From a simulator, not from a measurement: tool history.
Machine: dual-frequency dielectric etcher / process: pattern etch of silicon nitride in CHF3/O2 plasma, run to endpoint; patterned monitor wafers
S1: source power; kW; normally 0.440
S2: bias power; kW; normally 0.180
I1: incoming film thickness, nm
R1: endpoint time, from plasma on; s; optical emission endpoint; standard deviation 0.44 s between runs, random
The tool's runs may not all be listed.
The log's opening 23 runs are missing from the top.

run 24 hour=1980.6 | S1=0.440 S2=0.208 | I1=86.9 | R1=65.1
run 25 hour=2076.5 | S1=0.370 S2=0.142 | I1=87.8 | R1=89.4
run 26 hour=2136.8 | S1=0.340 S2=0.220 | I1=87.3 | R1=72.0
run 27 hour=2219.8 | S1=0.440 S2=0.212 | I1=86.9 | R1=64.8
-- hour=2301.0 wet clean of the chamber
run 28 hour=2366.8 | S1=0.440 S2=0.153 | I1=86.4 | R1=75.9
run 29 hour=2440.5 | S1=0.440 S2=0.180 | I1=87.3 | R1=69.9
run 30 hour=2496.0 | S1=0.530 S2=0.161 | I1=87.5 | R1=68.1
run 31 hour=2555.7 | S1=0.340 S2=0.204 | I1=86.8 | R1=74.3
run 32 hour=2617.3 | S1=0.440 S2=0.156 | I1=86.8 | R1=76.1
run 33 hour=2677.3 | S1=0.500 S2=0.160 | I1=87.5 | R1=69.6
run 34 hour=2753.1 | S1=0.470 S2=0.213 | I1=86.5 | R1=61.1

Predict each of these 5 candidate next runs independently; none follows another, all start after run 34:
run A hour=2753.5 | S1=0.440 S2=0.199 | I1=87.2 | R1=?
run B hour=2753.5 | S1=0.440 S2=0.144 | I1=87.2 | R1=?
run C hour=2753.5 | S1=0.440 S2=0.209 | I1=87.2 | R1=?
run D hour=2753.5 | S1=0.510 S2=0.158 | I1=87.2 | R1=?
run E hour=2753.5 | S1=0.350 S2=0.214 | I1=87.2 | R1=?

run=A R1=66.3
run=B R1=79.3
run=C R1=64.6
run=D R1=69.7
run=E R1=72.0
Stripped of hidden state, with their random variation kept, the same runs would have yielded:
run=A R1=67.4
run=B R1=80.4
run=C R1=65.7
run=D R1=70.8
run=E R1=73.3

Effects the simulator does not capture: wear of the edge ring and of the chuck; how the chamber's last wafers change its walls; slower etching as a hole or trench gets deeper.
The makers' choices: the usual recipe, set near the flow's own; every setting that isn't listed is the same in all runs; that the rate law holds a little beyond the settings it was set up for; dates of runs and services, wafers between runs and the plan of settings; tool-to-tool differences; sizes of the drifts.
